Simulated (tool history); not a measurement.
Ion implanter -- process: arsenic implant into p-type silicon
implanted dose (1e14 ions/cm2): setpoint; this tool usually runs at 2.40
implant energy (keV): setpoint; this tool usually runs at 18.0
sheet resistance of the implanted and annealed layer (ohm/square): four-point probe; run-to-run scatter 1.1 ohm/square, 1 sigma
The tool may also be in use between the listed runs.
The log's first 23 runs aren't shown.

run	hour	implanted dose (1e14 ions/cm2)	implant energy (keV)	read-back reference wafer on the same gauge, sheet resistance	sheet resistance of the implanted and annealed layer (ohm/square)
24	1124.8	1.95	18.0	358.82	386.67
25	1154.3	2.22	18.0	358.98	350.48
26	1180.4	2.70	16.0	359.21	305.98
27	1214.5	2.40	21.5	359.11	324.63
28	1285.3	3.06	18.0	359.07	271.92
29	1316.3	2.40	18.0	358.89	330.14
30	1388.2	2.40	23.0	358.83	318.50
31	1448.4	1.93	21.0	358.74	380.61
32	1657.2	1.81	15.0	358.91	419.64
33	1721.2	1.72	15.0	359.07	435.07
34	1773.6	2.40	18.0	359.25	329.66
35	1838.4	2.40	18.0	358.78	330.34
36	1890.0	2.40	18.0	358.61	332.10
37	1958.6	2.00	22.0	358.96	368.33
38	2006.5	2.40	15.5	358.93	336.13

What if the next run were any one of these 3? Each begins from the tool's condition after run 38:
A	2006.9	2.40	18.0	?	?
B	2006.9	2.93	20.0	?	?
C	2006.9	2.96	16.5	?	?

run	read-back reference wafer on the same gauge, sheet resistance	sheet resistance of the implanted and annealed layer (ohm/square)
A	359.31	331.30
B	359.31	280.94
C	359.31	284.73
What these runs would have given with no unlogged condition in the tool:
run	sheet resistance of the implanted and annealed layer (ohm/square)
A	331.30
B	280.94
C	284.73

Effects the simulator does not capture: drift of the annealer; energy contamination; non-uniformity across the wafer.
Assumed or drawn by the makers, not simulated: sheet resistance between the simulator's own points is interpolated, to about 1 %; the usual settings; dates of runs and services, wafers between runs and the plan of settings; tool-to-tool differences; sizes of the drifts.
